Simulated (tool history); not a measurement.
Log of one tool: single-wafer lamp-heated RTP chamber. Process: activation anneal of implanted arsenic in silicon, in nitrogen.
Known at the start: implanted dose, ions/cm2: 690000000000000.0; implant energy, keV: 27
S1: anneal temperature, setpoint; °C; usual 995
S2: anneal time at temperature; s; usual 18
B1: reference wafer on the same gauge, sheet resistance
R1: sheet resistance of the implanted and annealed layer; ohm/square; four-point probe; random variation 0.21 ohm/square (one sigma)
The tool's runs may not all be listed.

run,day,S1,S2,B1,R1
1,0.000,1017,18,155.06,136.66
# day 0.100: gauge calibrated
2,0.596,1017,18,154.99,136.92
3,1.079,995,18,154.99,139.24
4,1.471,995,18,155.01,138.69
5,1.875,995,18,155.03,139.16
6,2.167,973,18,155.03,141.98
7,2.638,973,18,154.94,141.51
8,2.979,995,18,154.94,139.33
9,3.679,995,18,155.12,138.93
# day 4.358: reflector plate cleaned
10,4.379,995,18,154.89,138.74
11,4.717,995,18,154.99,139.21
12,5.321,995,18,154.91,138.80
# day 5.917: gauge calibrated
13,6.012,977,11,155.00,143.08
# day 6.717: pyrometer window cleaned and pyrometer calibrated
14,6.738,1024,18,154.97,137.01
15,6.950,995,18,155.03,139.87
16,7.217,985,24,154.98,139.64
17,7.617,995,8,154.96,143.73
18,8.033,995,13,154.98,140.70
19,8.779,1008,26,154.99,136.55
20,9.033,986,25,155.00,138.96

Forecast each of these 4 alternatives for the next run:
A,9.050,985,18,?,?
B,9.050,969,18,?,?
C,9.050,1009,8,?,?
D,9.050,1016,21,?,?

run,B1,R1
A,155.01,140.71
B,155.01,142.78
C,155.01,141.89
D,155.01,136.70
Without the tool's hidden state the same runs would have given:
run,R1
A,141.61
B,143.76
C,142.72
D,137.44
